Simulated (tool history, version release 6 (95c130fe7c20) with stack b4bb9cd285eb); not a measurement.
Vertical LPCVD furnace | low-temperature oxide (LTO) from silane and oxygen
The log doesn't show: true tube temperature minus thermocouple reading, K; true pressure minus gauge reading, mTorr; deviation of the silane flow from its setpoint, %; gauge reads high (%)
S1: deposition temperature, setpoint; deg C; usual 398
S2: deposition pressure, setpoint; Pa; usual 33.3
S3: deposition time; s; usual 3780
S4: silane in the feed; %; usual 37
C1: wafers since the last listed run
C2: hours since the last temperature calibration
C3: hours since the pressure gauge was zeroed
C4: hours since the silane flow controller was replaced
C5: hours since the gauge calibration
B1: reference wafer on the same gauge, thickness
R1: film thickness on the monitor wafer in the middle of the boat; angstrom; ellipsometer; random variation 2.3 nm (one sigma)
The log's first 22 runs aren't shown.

| run | day | S1 | S2 | S3 | S4 | C1 | C2 | C3 | C4 | C5 | B1 | R1 |
|---|---|---|---|---|---|---|---|---|---|---|---|---|
| 23 | 19.996 | 398 | 26.7 | 3090 | 35 | 218 | 195.5 | 245.4 | 507.6 | 416.4 | 507.79 | 3198.4 |
| 24 | 20.962 | 394 | 33.3 | 3780 | 37 | 267 | 218.7 | 268.6 | 530.8 | 439.6 | 508.21 | 5011.1 |
| 25 | 21.442 | 392 | 38.7 | 3780 | 37 | 132 | 230.2 | 280.1 | 542.3 | 451.1 | 507.74 | 5659.6 |
| 26 | 21.771 | 398 | 40.7 | 4560 | 37 | 91 | 238.1 | 288.0 | 550.2 | 459.0 | 508.56 | 7735.9 |
| 27 | 22.138 | 402 | 36.0 | 3780 | 31 | 101 | 246.9 | 296.8 | 559.0 | 467.8 | 507.84 | 4698.1 |
| 28 | 24.633 | 394 | 33.3 | 5250 | 37 | 691 | 306.8 | 356.7 | 618.9 | 527.7 | 508.03 | 7032.4 |
| 29 | 25.304 | 398 | 33.3 | 3780 | 37 | 185 | 322.9 | 372.8 | 635.0 | 543.8 | 508.82 | 5313.6 |
| 30 | 25.904 | 398 | 38.0 | 2910 | 34 | 166 | 337.3 | 387.2 | 649.4 | 558.2 | 507.76 | 4173.5 |
| 31 | 26.479 | 398 | 39.3 | 3780 | 37 | 159 | 351.1 | 401.0 | 663.2 | 572.0 | 508.70 | 6213.3 |
| 32 | 27.288 | 398 | 33.3 | 3150 | 37 | 223 | 370.5 | 420.4 | 682.6 | 591.4 | 507.63 | 4416.0 |

3 ways to go on from here, each from the tool as it stands after run 32. What would each give?
| A | 27.521 | 398 | 33.3 | 2310 | 37 | 64 | 376.1 | 426.0 | 688.2 | 597.0 | ? | ? |
| B | 27.521 | 398 | 33.3 | 5130 | 44 | 64 | 376.1 | 426.0 | 688.2 | 597.0 | ? | ? |
| C | 27.521 | 402 | 33.3 | 2790 | 37 | 64 | 376.1 | 426.0 | 688.2 | 597.0 | ? | ? |

| run | B1 | R1 |
|---|---|---|
| A | 507.71 | 3243.7 |
| B | 507.71 | 8830.1 |
| C | 507.71 | 4097.0 |
Without the tool's hidden state the same runs would have given:
| run | R1 |
|---|---|
| A | 3159.2 |
| B | 8612.3 |
| C | 3991.9 |
